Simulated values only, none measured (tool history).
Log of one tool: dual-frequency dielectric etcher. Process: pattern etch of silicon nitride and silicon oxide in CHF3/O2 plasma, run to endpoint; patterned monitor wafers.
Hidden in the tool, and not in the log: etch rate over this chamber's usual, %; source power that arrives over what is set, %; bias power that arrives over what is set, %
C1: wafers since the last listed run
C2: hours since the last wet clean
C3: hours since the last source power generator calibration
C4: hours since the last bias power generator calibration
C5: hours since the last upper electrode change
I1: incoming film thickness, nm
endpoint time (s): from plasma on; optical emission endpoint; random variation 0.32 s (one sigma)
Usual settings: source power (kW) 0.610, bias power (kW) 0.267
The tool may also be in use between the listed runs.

Run 1, hour 0.0: usual settings; C1 0; C2 244.6; C3 2107.1; C4 2245.3; C5 3503.1; I1 181.0. Result: endpoint time (s) 108.5.
Run 2, hour 12.1: usual settings; C1 112; C2 256.7; C3 2119.2; C4 2257.4; C5 3515.2; I1 179.3. Result: endpoint time (s) 107.6.
Run 3, hour 26.5: usual settings but bias power (kW) 0.252; C1 134; C2 271.1; C3 2133.6; C4 2271.8; C5 3529.6; I1 180.9. Result: endpoint time (s) 110.2.
Run 4, hour 42.0: usual settings but source power (kW) 0.710; C1 144; C2 286.6; C3 2149.1; C4 2287.3; C5 3545.1; I1 181.0. Result: endpoint time (s) 103.0.
Run 5, hour 56.3: usual settings; C1 133; C2 300.9; C3 2163.4; C4 2301.6; C5 3559.4; I1 181.1. Result: endpoint time (s) 109.4.
Run 6, hour 65.0: usual settings; C1 80; C2 309.6; C3 2172.1; C4 2310.3; C5 3568.1; I1 179.9. Result: endpoint time (s) 109.1.
Run 7, hour 78.3: usual settings; C1 123; C2 322.9; C3 2185.4; C4 2323.6; C5 3581.4; I1 180.0. Result: endpoint time (s) 108.4.
Run 8, hour 90.0: usual settings but bias power (kW) 0.316; C1 108; C2 334.6; C3 2197.1; C4 2335.3; C5 3593.1; I1 180.7. Result: endpoint time (s) 105.2.
Run 9, hour 107.1: usual settings but bias power (kW) 0.316; C1 159; C2 351.7; C3 2214.2; C4 2352.4; C5 3610.2; I1 180.4. Result: endpoint time (s) 105.5.
Run 10, hour 114.2: usual settings but source power (kW) 0.570; C1 66; C2 358.8; C3 2221.3; C4 2359.5; C5 3617.3; I1 179.3. Result: endpoint time (s) 112.1.
Run 11, hour 122.9: usual settings but source power (kW) 0.570; C1 80; C2 367.5; C3 2230.0; C4 2368.2; C5 3626.0; I1 181.5. Result: endpoint time (s) 113.4.
Run 12, hour 133.6: usual settings but source power (kW) 0.570; C1 99; C2 378.2; C3 2240.7; C4 2378.9; C5 3636.7; I1 180.6. Result: endpoint time (s) 112.6.
Run 13, hour 140.4: usual settings but source power (kW) 0.710, bias power (kW) 0.318; C1 63; C2 385.0; C3 2247.5; C4 2385.7; C5 3643.5; I1 180.9. Result: endpoint time (s) 101.1.
At hour 176.9: wet clean of the chamber.
Run 14, hour 177.4: usual settings; C1 120; C2 0.5; C3 2284.5; C4 2422.7; C5 3680.5; I1 179.1. Result: endpoint time (s) 104.8.
Run 15, hour 177.7: usual settings but bias power (kW) 0.247; C1 2; C2 0.8; C3 2284.8; C4 2423.0; C5 3680.8; I1 180.5. Result: endpoint time (s) 107.1.
Run 16, hour 180.6: usual settings; C1 26; C2 3.7; C3 2287.7; C4 2425.9; C5 3683.7; I1 181.6. Result: endpoint time (s) 106.4.
Run 17, hour 234.3: usual settings; C1 499; C2 57.4; C3 2341.4; C4 2479.6; C5 3737.4; I1 181.3. Result: endpoint time (s) 105.9.
At hour 238.6: bias power generator calibrated.
At hour 242.8: source power generator calibrated.
At hour 266.4: upper electrode replaced.
Run 18, hour 266.9: usual settings but source power (kW) 0.570, bias power (kW) 0.304; C1 9; C2 90.0; C3 24.1; C4 28.3; C5 0.5; I1 180.8. Result: endpoint time (s) 106.7.
Run 19, hour 267.5: usual settings but source power (kW) 0.720, bias power (kW) 0.230; C1 5; C2 90.6; C3 24.7; C4 28.9; C5 1.1; I1 181.9. Result: endpoint time (s) 104.0.
Run 20, hour 274.5: usual settings but source power (kW) 0.740, bias power (kW) 0.315; C1 65; C2 97.6; C3 31.7; C4 35.9; C5 8.1; I1 182.7. Result: endpoint time (s) 98.0.
Run 21, hour 292.1: usual settings but bias power (kW) 0.224; C1 163; C2 115.2; C3 49.3; C4 53.5; C5 25.7; I1 181.1. Result: endpoint time (s) 110.3.
Run 22, hour 301.1: usual settings but source power (kW) 0.650, bias power (kW) 0.222; C1 83; C2 124.2; C3 58.3; C4 62.5; C5 34.7; I1 178.0. Result: endpoint time (s) 106.6.
Run 23, hour 312.7: usual settings; C1 107; C2 135.8; C3 69.9; C4 74.1; C5 46.3; I1 182.1. Result: endpoint time (s) 108.2.
Run 24, hour 328.0: usual settings but source power (kW) 0.720, bias power (kW) 0.300; C1 142; C2 151.1; C3 85.2; C4 89.4; C5 61.6; I1 179.3. Result: endpoint time (s) 98.6.
Run 25, hour 337.8: usual settings but source power (kW) 0.520, bias power (kW) 0.311; C1 91; C2 160.9; C3 95.0; C4 99.2; C5 71.4; I1 180.7. Result: endpoint time (s) 110.7.

3 ways to go on from here, each from the tool as it stands after run 25. What would each give?
Run A, hour 338.3: usual settings but bias power (kW) 0.245; C1 4; C2 161.4; C3 95.5; C4 99.7; C5 71.9; I1 179.8. Result: endpoint time (s) ?.
Run B, hour 338.3: usual settings but bias power (kW) 0.293; C1 4; C2 161.4; C3 95.5; C4 99.7; C5 71.9; I1 179.8. Result: endpoint time (s) ?.
Run C, hour 338.3: usual settings but source power (kW) 0.510, bias power (kW) 0.213; C1 4; C2 161.4; C3 95.5; C4 99.7; C5 71.9; I1 179.8. Result: endpoint time (s) ?.

run  endpoint time (s)
  A              108.8
  B              105.2
  C              118.8
Without the tool's hidden state the same runs would have given:
run  endpoint time (s)
  A              107.1
  B              103.5
  C              116.8
